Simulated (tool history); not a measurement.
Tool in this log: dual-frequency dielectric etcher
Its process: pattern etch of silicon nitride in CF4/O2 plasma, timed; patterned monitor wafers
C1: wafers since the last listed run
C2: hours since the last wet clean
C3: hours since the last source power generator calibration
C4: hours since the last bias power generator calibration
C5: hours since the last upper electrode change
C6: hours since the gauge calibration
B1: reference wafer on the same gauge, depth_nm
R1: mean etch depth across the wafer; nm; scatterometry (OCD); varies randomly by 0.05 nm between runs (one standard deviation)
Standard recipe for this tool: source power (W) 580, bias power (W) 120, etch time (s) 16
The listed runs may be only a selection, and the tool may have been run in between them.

run 1 hour=0 | source_power_(W)=580 bias_power_(W)=120 etch_time_(s)=16 | C1=0 C2=225.2 C3=1573.3 C4=3207.7 C5=4583.4 C6=176.2 | B1=38.1 | R1=34.23
run 2 hour=10.8 | source_power_(W)=580 bias_power_(W)=120 etch_time_(s)=16 | C1=116 C2=236 C3=1584.1 C4=3218.5 C5=4594.2 C6=187 | B1=38.11 | R1=34.18
run 3 hour=21.7 | source_power_(W)=580 bias_power_(W)=120 etch_time_(s)=16 | C1=117 C2=246.9 C3=1595 C4=3229.4 C5=4605.1 C6=197.9 | B1=38.1 | R1=34.18
run 4 hour=36.2 | source_power_(W)=670 bias_power_(W)=120 etch_time_(s)=16 | C1=155 C2=261.4 C3=1609.5 C4=3243.9 C5=4619.6 C6=212.4 | B1=38.1 | R1=37.83
run 5 hour=50.3 | source_power_(W)=670 bias_power_(W)=120 etch_time_(s)=16 | C1=151 C2=275.5 C3=1623.6 C4=3258 C5=4633.7 C6=226.5 | B1=38.1 | R1=37.72
run 6 hour=56.5 | source_power_(W)=670 bias_power_(W)=120 etch_time_(s)=16 | C1=66 C2=281.7 C3=1629.8 C4=3264.2 C5=4639.9 C6=232.7 | B1=38.09 | R1=37.71
run 7 hour=74.1 | source_power_(W)=580 bias_power_(W)=120 etch_time_(s)=16 | C1=189 C2=299.3 C3=1647.4 C4=3281.8 C5=4657.5 C6=250.3 | B1=38.12 | R1=33.97
run 8 hour=92 | source_power_(W)=580 bias_power_(W)=120 etch_time_(s)=16 | C1=192 C2=317.2 C3=1665.3 C4=3299.7 C5=4675.4 C6=268.2 | B1=38.1 | R1=34.01
-- hour=136.7 gauge calibrated
run 9 hour=140.8 | source_power_(W)=580 bias_power_(W)=120 etch_time_(s)=16 | C1=524 C2=366 C3=1714.1 C4=3348.5 C5=4724.2 C6=4.1 | B1=38.09 | R1=33.97
-- hour=151.4 bias power generator calibrated
-- hour=175.8 source power generator calibrated
-- hour=180.3 upper electrode replaced
-- hour=197.2 wet clean of the chamber
run 10 hour=197.7 | source_power_(W)=580 bias_power_(W)=120 etch_time_(s)=16 | C1=295 C2=0.5 C3=21.9 C4=46.3 C5=17.4 C6=61 | B1=38.1 | R1=33.32
run 11 hour=202.5 | source_power_(W)=580 bias_power_(W)=131 etch_time_(s)=16 | C1=51 C2=5.3 C3=26.7 C4=51.1 C5=22.2 C6=65.8 | B1=38.1 | R1=33.99
run 12 hour=208.9 | source_power_(W)=580 bias_power_(W)=120 etch_time_(s)=16 | C1=68 C2=11.7 C3=33.1 C4=57.5 C5=28.6 C6=72.2 | B1=38.1 | R1=33.23
run 13 hour=220.4 | source_power_(W)=700 bias_power_(W)=120 etch_time_(s)=17.5 | C1=123 C2=23.2 C3=44.6 C4=69 C5=40.1 C6=83.7 | B1=38.09 | R1=41.5
run 14 hour=231.7 | source_power_(W)=580 bias_power_(W)=120 etch_time_(s)=16 | C1=121 C2=34.5 C3=55.9 C4=80.3 C5=51.4 C6=95 | B1=38.12 | R1=33.21

Run 15, settings as shown, results not yet in. Your forecast:
run 15 hour=262.6 | source_power_(W)=500 bias_power_(W)=148 etch_time_(s)=16 | C1=332 C2=65.4 C3=86.8 C4=111.2 C5=82.3 C6=125.9 | B1=? | R1=?

B1: 38.08
R1: 31.86 nm
Take away the tool's hidden state, keep the run-to-run variation as it was, and the same run would have given R1 31.97 nm.

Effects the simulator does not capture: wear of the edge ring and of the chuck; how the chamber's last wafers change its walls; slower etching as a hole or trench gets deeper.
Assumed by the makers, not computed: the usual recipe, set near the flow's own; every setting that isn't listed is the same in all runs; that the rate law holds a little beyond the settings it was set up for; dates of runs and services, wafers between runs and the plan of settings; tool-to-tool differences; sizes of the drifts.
